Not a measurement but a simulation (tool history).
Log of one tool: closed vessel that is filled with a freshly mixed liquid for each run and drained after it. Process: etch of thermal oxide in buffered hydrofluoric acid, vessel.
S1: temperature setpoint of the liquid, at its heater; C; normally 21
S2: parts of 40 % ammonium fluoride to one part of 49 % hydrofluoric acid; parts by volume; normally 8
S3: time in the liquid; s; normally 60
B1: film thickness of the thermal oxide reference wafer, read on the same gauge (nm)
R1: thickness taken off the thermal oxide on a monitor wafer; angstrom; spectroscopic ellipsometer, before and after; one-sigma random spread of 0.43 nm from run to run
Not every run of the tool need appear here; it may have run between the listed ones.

| run | hour | S1 | S2 | S3 | B1 | R1 |
|---|---|---|---|---|---|---|
| 1 | 0 | 21 | 8 | 60 | 40 | 695.5 |
| 2 | 40.8 | 21 | 8 | 60 | 40 | 691.8 |
| 3 | 131 | 21 | 8 | 60 | 40.01 | 701.8 |
| 4 | 175.8 | 21 | 8 | 60 | 39.99 | 692.7 |
| 5 | 248.4 | 21 | 6 | 60 | 40.04 | 912.8 |
|  | 273 | thermometer replaced |
| 6 | 295.5 | 21 | 8 | 60 | 40 | 699.4 |
|  | 324.6 | hydrofluoric acid flow meter replaced |
| 7 | 357.2 | 21 | 8 | 60 | 40.02 | 695.3 |
|  | 433.7 | gauge calibrated |
| 8 | 458.7 | 18.5 | 10.5 | 60 | 40.01 | 475.6 |
| 9 | 506.6 | 21 | 9 | 60 | 40.04 | 611.6 |
| 10 | 548.2 | 19.5 | 11 | 40 | 39.96 | 321.4 |
| 11 | 598 | 22.5 | 10.5 | 85 | 39.98 | 829.8 |
| 12 | 648.6 | 24.5 | 8 | 60 | 40.01 | 842 |
| 13 | 735.4 | 21 | 8 | 60 | 40.03 | 698.8 |
| 14 | 835 | 21 | 8 | 60 | 39.99 | 698.5 |

Consider 5 possible next runs. They are alternatives, not a sequence: every one starts from the tool as it was left by run 14. What does each give?
| A | 835.7 | 21 | 8 | 45 | ? | ? |
| B | 835.7 | 23 | 7 | 80 | ? | ? |
| C | 835.7 | 19.5 | 10.5 | 60 | ? | ? |
| D | 835.7 | 21 | 8 | 70 | ? | ? |
| E | 835.7 | 21 | 8 | 75 | ? | ? |

| run | B1 | R1 |
|---|---|---|
| A | 40.01 | 517.2 |
| B | 40.01 | 1186.1 |
| C | 40.01 | 498 |
| D | 40.01 | 804.5 |
| E | 40.01 | 862 |
With the hidden condition removed and each run's random variation left untouched, the same runs would have given:
| run | R1 |
|---|---|
| A | 517.2 |
| B | 1186.1 |
| C | 498 |
| D | 804.5 |
| E | 862 |
